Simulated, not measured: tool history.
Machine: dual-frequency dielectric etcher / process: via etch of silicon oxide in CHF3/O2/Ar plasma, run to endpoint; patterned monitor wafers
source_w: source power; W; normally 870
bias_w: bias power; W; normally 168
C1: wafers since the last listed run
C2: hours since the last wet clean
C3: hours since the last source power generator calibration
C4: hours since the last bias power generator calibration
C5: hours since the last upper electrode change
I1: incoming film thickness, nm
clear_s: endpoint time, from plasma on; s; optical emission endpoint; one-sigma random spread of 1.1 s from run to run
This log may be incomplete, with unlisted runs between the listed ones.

{"run": 1, "day": 0.0, "source_w": 870, "bias_w": 168, "C1": 0, "C2": 175.1, "C3": 1683.8, "C4": 3317.6, "C5": 3529, "I1": 450.1, "clear_s": 189}
{"run": 2, "day": 1.1, "source_w": 870, "bias_w": 168, "C1": 71, "C2": 201.5, "C3": 1710.2, "C4": 3344, "C5": 3555.4, "I1": 453.7, "clear_s": 192.9}
{"run": 3, "day": 4.612, "source_w": 950, "bias_w": 147, "C1": 229, "C2": 285.8, "C3": 1794.5, "C4": 3428.3, "C5": 3639.7, "I1": 450.9, "clear_s": 191.7}
{"run": 4, "day": 8.133, "source_w": 950, "bias_w": 147, "C1": 229, "C2": 370.3, "C3": 1879, "C4": 3512.8, "C5": 3724.2, "I1": 445.1, "clear_s": 190.4}
{"day": 9.308, "done": "wet clean of the chamber"}
{"run": 5, "day": 10.775, "source_w": 950, "bias_w": 147, "C1": 107, "C2": 35.2, "C3": 1942.4, "C4": 3576.2, "C5": 3787.6, "I1": 449.8, "clear_s": 194.6}
{"run": 6, "day": 11.888, "source_w": 870, "bias_w": 168, "C1": 72, "C2": 61.9, "C3": 1969.1, "C4": 3602.9, "C5": 3814.3, "I1": 452.7, "clear_s": 195}
{"run": 7, "day": 14.212, "source_w": 870, "bias_w": 168, "C1": 151, "C2": 117.7, "C3": 2024.9, "C4": 3658.7, "C5": 3870.1, "I1": 449.4, "clear_s": 189.9}
{"run": 8, "day": 15.783, "source_w": 870, "bias_w": 168, "C1": 102, "C2": 155.4, "C3": 2062.6, "C4": 3696.4, "C5": 3907.8, "I1": 449.8, "clear_s": 189.4}
{"run": 9, "day": 18.242, "source_w": 870, "bias_w": 168, "C1": 160, "C2": 214.4, "C3": 2121.6, "C4": 3755.4, "C5": 3966.8, "I1": 446.2, "clear_s": 185.8}
{"run": 10, "day": 19.604, "source_w": 870, "bias_w": 168, "C1": 88, "C2": 247.1, "C3": 2154.3, "C4": 3788.1, "C5": 3999.5, "I1": 450.5, "clear_s": 188.1}
{"run": 11, "day": 21.171, "source_w": 870, "bias_w": 194, "C1": 102, "C2": 284.7, "C3": 2191.9, "C4": 3825.7, "C5": 4037.1, "I1": 445.5, "clear_s": 170.4}
{"run": 12, "day": 24.383, "source_w": 870, "bias_w": 194, "C1": 209, "C2": 361.8, "C3": 2269, "C4": 3902.8, "C5": 4114.2, "I1": 447.9, "clear_s": 171.8}
{"run": 13, "day": 26.508, "source_w": 870, "bias_w": 168, "C1": 138, "C2": 412.8, "C3": 2320, "C4": 3953.8, "C5": 4165.2, "I1": 451.9, "clear_s": 185.7}
{"day": 27.783, "done": "wet clean of the chamber"}
{"run": 14, "day": 35.292, "source_w": 870, "bias_w": 168, "C1": 507, "C2": 180.2, "C3": 2530.8, "C4": 4164.6, "C5": 4376, "I1": 454.1, "clear_s": 203.9}
{"run": 15, "day": 37.858, "source_w": 930, "bias_w": 168, "C1": 167, "C2": 241.8, "C3": 2592.4, "C4": 4226.2, "C5": 4437.6, "I1": 449.3, "clear_s": 190.9}
{"day": 39.067, "done": "bias power generator calibrated"}
{"day": 39.375, "done": "wet clean of the chamber, repeated, since the last time left the tool worse"}
{"run": 16, "day": 40.033, "source_w": 870, "bias_w": 145, "C1": 111, "C2": 15.8, "C3": 2644.6, "C4": 23.2, "C5": 4489.8, "I1": 443.8, "clear_s": 203.5}
{"run": 17, "day": 41.804, "source_w": 870, "bias_w": 145, "C1": 115, "C2": 58.3, "C3": 2687.1, "C4": 65.7, "C5": 4532.3, "I1": 447.3, "clear_s": 206}
{"day": 44.242, "done": "upper electrode replaced"}
{"run": 18, "day": 44.262, "source_w": 870, "bias_w": 168, "C1": 95, "C2": 117.3, "C3": 2746.1, "C4": 124.7, "C5": 0.5, "I1": 444.4, "clear_s": 188.4}
{"run": 19, "day": 44.379, "source_w": 870, "bias_w": 168, "C1": 7, "C2": 120.1, "C3": 2748.9, "C4": 127.5, "C5": 3.3, "I1": 449.6, "clear_s": 189.4}
{"run": 20, "day": 46.908, "source_w": 870, "bias_w": 131, "C1": 164, "C2": 180.8, "C3": 2809.6, "C4": 188.2, "C5": 64, "I1": 453.4, "clear_s": 216.7}
{"run": 21, "day": 48.912, "source_w": 870, "bias_w": 182, "C1": 130, "C2": 228.9, "C3": 2857.7, "C4": 236.3, "C5": 112.1, "I1": 452.3, "clear_s": 180.9}
{"run": 22, "day": 51.5, "source_w": 1030, "bias_w": 207, "C1": 168, "C2": 291, "C3": 2919.8, "C4": 298.4, "C5": 174.2, "I1": 446.1, "clear_s": 151}
{"day": 52.692, "done": "source power generator calibrated"}
{"run": 23, "day": 52.846, "source_w": 930, "bias_w": 137, "C1": 76, "C2": 323.3, "C3": 3.7, "C4": 330.7, "C5": 206.5, "I1": 453.9, "clear_s": 202.6}
{"run": 24, "day": 54.783, "source_w": 970, "bias_w": 150, "C1": 126, "C2": 369.8, "C3": 50.2, "C4": 377.2, "C5": 253, "I1": 450.6, "clear_s": 185.7}
{"day": 56.688, "done": "wet clean of the chamber"}
{"run": 25, "day": 57.033, "source_w": 870, "bias_w": 168, "C1": 81, "C2": 8.3, "C3": 104.2, "C4": 431.2, "C5": 307, "I1": 449.6, "clear_s": 190.9}
{"run": 26, "day": 59.738, "source_w": 870, "bias_w": 190, "C1": 176, "C2": 73.2, "C3": 169.1, "C4": 496.1, "C5": 371.9, "I1": 449.2, "clear_s": 176.9}
{"run": 27, "day": 61.496, "source_w": 1070, "bias_w": 148, "C1": 114, "C2": 115.4, "C3": 211.3, "C4": 538.3, "C5": 414.1, "I1": 451.5, "clear_s": 179.5}
{"run": 28, "day": 64.067, "source_w": 750, "bias_w": 131, "C1": 167, "C2": 177.1, "C3": 273, "C4": 600, "C5": 475.8, "I1": 455.3, "clear_s": 239}
{"run": 29, "day": 66.642, "source_w": 870, "bias_w": 168, "C1": 167, "C2": 238.9, "C3": 334.8, "C4": 661.8, "C5": 537.6, "I1": 451.1, "clear_s": 188.5}
{"run": 30, "day": 69.179, "source_w": 870, "bias_w": 168, "C1": 165, "C2": 299.8, "C3": 395.7, "C4": 722.7, "C5": 598.5, "I1": 450.1, "clear_s": 186.4}
{"run": 31, "day": 71.271, "source_w": 1040, "bias_w": 138, "C1": 136, "C2": 350, "C3": 445.9, "C4": 772.9, "C5": 648.7, "I1": 447, "clear_s": 185.2}
{"day": 72.5, "done": "wet clean of the chamber"}
{"run": 32, "day": 73.654, "source_w": 870, "bias_w": 197, "C1": 90, "C2": 27.7, "C3": 503.1, "C4": 830.1, "C5": 705.9, "I1": 452.9, "clear_s": 176.4}

Each row is a separate what-if for the run after 32, all from the same tool condition, not one after another. Results?
{"run": "A", "day": 73.675, "source_w": 870, "bias_w": 152, "C1": 1, "C2": 28.2, "C3": 503.6, "C4": 830.6, "C5": 706.4, "I1": 445.6, "clear_s": "?"}
{"run": "B", "day": 73.675, "source_w": 930, "bias_w": 148, "C1": 1, "C2": 28.2, "C3": 503.6, "C4": 830.6, "C5": 706.4, "I1": 445.6, "clear_s": "?"}
{"run": "C", "day": 73.675, "source_w": 1060, "bias_w": 189, "C1": 1, "C2": 28.2, "C3": 503.6, "C4": 830.6, "C5": 706.4, "I1": 445.6, "clear_s": "?"}
{"run": "D", "day": 73.675, "source_w": 1050, "bias_w": 145, "C1": 1, "C2": 28.2, "C3": 503.6, "C4": 830.6, "C5": 706.4, "I1": 445.6, "clear_s": "?"}

run=A clear_s=199.1
run=B clear_s=194.3
run=C clear_s=159.6
run=D clear_s=183.5
With the hidden condition removed and each run's random variation left untouched, the same runs would have given:
run=A clear_s=198.7
run=B clear_s=193.9
run=C clear_s=159.3
run=D clear_s=183.2

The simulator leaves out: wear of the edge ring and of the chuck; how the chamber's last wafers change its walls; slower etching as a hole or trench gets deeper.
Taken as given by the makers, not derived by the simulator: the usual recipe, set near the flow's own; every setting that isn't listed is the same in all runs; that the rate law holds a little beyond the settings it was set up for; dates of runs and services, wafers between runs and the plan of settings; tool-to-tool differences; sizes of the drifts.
